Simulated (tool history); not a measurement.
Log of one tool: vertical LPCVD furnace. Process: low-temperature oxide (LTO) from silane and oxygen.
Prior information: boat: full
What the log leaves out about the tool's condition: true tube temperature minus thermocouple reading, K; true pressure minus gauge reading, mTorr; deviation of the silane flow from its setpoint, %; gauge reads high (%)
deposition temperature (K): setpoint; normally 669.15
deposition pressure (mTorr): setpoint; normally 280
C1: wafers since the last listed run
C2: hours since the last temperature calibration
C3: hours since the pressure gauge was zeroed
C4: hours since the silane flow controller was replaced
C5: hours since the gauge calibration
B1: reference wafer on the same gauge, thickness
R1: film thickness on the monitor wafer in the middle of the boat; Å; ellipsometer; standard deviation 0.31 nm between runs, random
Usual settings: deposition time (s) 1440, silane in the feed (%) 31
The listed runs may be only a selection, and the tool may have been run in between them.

{"run": 1, "hour": 0.0, "deposition temperature (K)": 669.15, "deposition pressure (mTorr)": 280, "deposition time (s)": 1440, "silane in the feed (%)": 31, "C1": 0, "C2": 1277.4, "C3": 2126.3, "C4": 2782.6, "C5": 72.5, "B1": 183.08, "R1": 2142.9}
{"run": 2, "hour": 17.0, "deposition temperature (K)": 669.15, "deposition pressure (mTorr)": 280, "deposition time (s)": 1440, "silane in the feed (%)": 31, "C1": 229, "C2": 1294.4, "C3": 2143.3, "C4": 2799.6, "C5": 89.5, "B1": 183.1, "R1": 2143.1}
{"run": 3, "hour": 34.8, "deposition temperature (K)": 669.15, "deposition pressure (mTorr)": 280, "deposition time (s)": 1440, "silane in the feed (%)": 31, "C1": 240, "C2": 1312.2, "C3": 2161.1, "C4": 2817.4, "C5": 107.3, "B1": 182.94, "R1": 2148.2}
{"run": 4, "hour": 44.7, "deposition temperature (K)": 669.15, "deposition pressure (mTorr)": 280, "deposition time (s)": 1440, "silane in the feed (%)": 31, "C1": 133, "C2": 1322.1, "C3": 2171, "C4": 2827.3, "C5": 117.2, "B1": 183.04, "R1": 2149.7}
{"run": 5, "hour": 53.0, "deposition temperature (K)": 669.15, "deposition pressure (mTorr)": 280, "deposition time (s)": 1440, "silane in the feed (%)": 31, "C1": 112, "C2": 1330.4, "C3": 2179.3, "C4": 2835.6, "C5": 125.5, "B1": 183.01, "R1": 2149.2}
{"hour": 83.4, "done": "pressure gauge zeroed"}
{"run": 6, "hour": 83.9, "deposition temperature (K)": 669.15, "deposition pressure (mTorr)": 280, "deposition time (s)": 1440, "silane in the feed (%)": 31, "C1": 93, "C2": 1361.3, "C3": 0.5, "C4": 2866.5, "C5": 156.4, "B1": 182.96, "R1": 2148.9}
{"run": 7, "hour": 87.7, "deposition temperature (K)": 669.15, "deposition pressure (mTorr)": 280, "deposition time (s)": 1020, "silane in the feed (%)": 31, "C1": 51, "C2": 1365.1, "C3": 4.3, "C4": 2870.3, "C5": 160.2, "B1": 182.99, "R1": 1524.2}
{"run": 8, "hour": 91.6, "deposition temperature (K)": 669.15, "deposition pressure (mTorr)": 280, "deposition time (s)": 1020, "silane in the feed (%)": 31, "C1": 52, "C2": 1369, "C3": 8.2, "C4": 2874.2, "C5": 164.1, "B1": 182.9, "R1": 1523}
{"run": 9, "hour": 97.1, "deposition temperature (K)": 669.15, "deposition pressure (mTorr)": 280, "deposition time (s)": 1020, "silane in the feed (%)": 31, "C1": 74, "C2": 1374.5, "C3": 13.7, "C4": 2879.7, "C5": 169.6, "B1": 182.91, "R1": 1525.8}
{"hour": 122.2, "done": "silane flow controller replaced"}
{"hour": 124.1, "done": "gauge calibrated"}
{"hour": 133.6, "done": "thermocouples replaced and temperature profile calibrated"}
{"run": 10, "hour": 134.1, "deposition temperature (K)": 677.15, "deposition pressure (mTorr)": 215, "deposition time (s)": 1020, "silane in the feed (%)": 31, "C1": 21, "C2": 0.5, "C3": 50.7, "C4": 11.9, "C5": 10, "B1": 183.09, "R1": 1241.5}
{"run": 11, "hour": 138.0, "deposition temperature (K)": 669.15, "deposition pressure (mTorr)": 280, "deposition time (s)": 1440, "silane in the feed (%)": 31, "C1": 52, "C2": 4.4, "C3": 54.6, "C4": 15.8, "C5": 13.9, "B1": 183.03, "R1": 2071.5}
{"run": 12, "hour": 141.9, "deposition temperature (K)": 675.15, "deposition pressure (mTorr)": 280, "deposition time (s)": 1440, "silane in the feed (%)": 31, "C1": 52, "C2": 8.3, "C3": 58.5, "C4": 19.7, "C5": 17.8, "B1": 183.02, "R1": 2227}
{"run": 13, "hour": 153.2, "deposition temperature (K)": 664.15, "deposition pressure (mTorr)": 280, "deposition time (s)": 1440, "silane in the feed (%)": 26, "C1": 152, "C2": 19.6, "C3": 69.8, "C4": 31, "C5": 29.1, "B1": 183.01, "R1": 1493.3}
{"run": 14, "hour": 164.4, "deposition temperature (K)": 677.15, "deposition pressure (mTorr)": 330, "deposition time (s)": 1710, "silane in the feed (%)": 36, "C1": 151, "C2": 30.8, "C3": 81, "C4": 42.2, "C5": 40.3, "B1": 183.01, "R1": 3903.2}
{"run": 15, "hour": 180.8, "deposition temperature (K)": 669.15, "deposition pressure (mTorr)": 215, "deposition time (s)": 1440, "silane in the feed (%)": 31, "C1": 221, "C2": 47.2, "C3": 97.4, "C4": 58.6, "C5": 56.7, "B1": 182.95, "R1": 1594}
{"run": 16, "hour": 187.3, "deposition temperature (K)": 669.15, "deposition pressure (mTorr)": 280, "deposition time (s)": 1440, "silane in the feed (%)": 31, "C1": 87, "C2": 53.7, "C3": 103.9, "C4": 65.1, "C5": 63.2, "B1": 182.87, "R1": 2078.4}
{"run": 17, "hour": 194.3, "deposition temperature (K)": 681.15, "deposition pressure (mTorr)": 280, "deposition time (s)": 1440, "silane in the feed (%)": 31, "C1": 94, "C2": 60.7, "C3": 110.9, "C4": 72.1, "C5": 70.2, "B1": 183.03, "R1": 2385.1}
{"run": 18, "hour": 236.9, "deposition temperature (K)": 669.15, "deposition pressure (mTorr)": 330, "deposition time (s)": 1920, "silane in the feed (%)": 27, "C1": 574, "C2": 103.3, "C3": 153.5, "C4": 114.7, "C5": 112.8, "B1": 182.99, "R1": 2656.2}
{"run": 19, "hour": 244.7, "deposition temperature (K)": 669.15, "deposition pressure (mTorr)": 280, "deposition time (s)": 1440, "silane in the feed (%)": 31, "C1": 105, "C2": 111.1, "C3": 161.3, "C4": 122.5, "C5": 120.6, "B1": 182.94, "R1": 2080.4}

Same runs, no hidden state in the tool, same run-to-run variation:
run=1 R1=2060.4
run=2 R1=2059.5
run=3 R1=2063.2
run=4 R1=2064
run=5 R1=2063
run=6 R1=2060.8
run=7 R1=1461.5
run=8 R1=1460.2
run=9 R1=1462.7
run=10 R1=1236
run=11 R1=2061.8
run=12 R1=2216.6
run=13 R1=1485.2
run=14 R1=3883.2
run=15 R1=1584.5
run=16 R1=2065.5
run=17 R1=2370.6
run=18 R1=2635.1
run=19 R1=2063.9
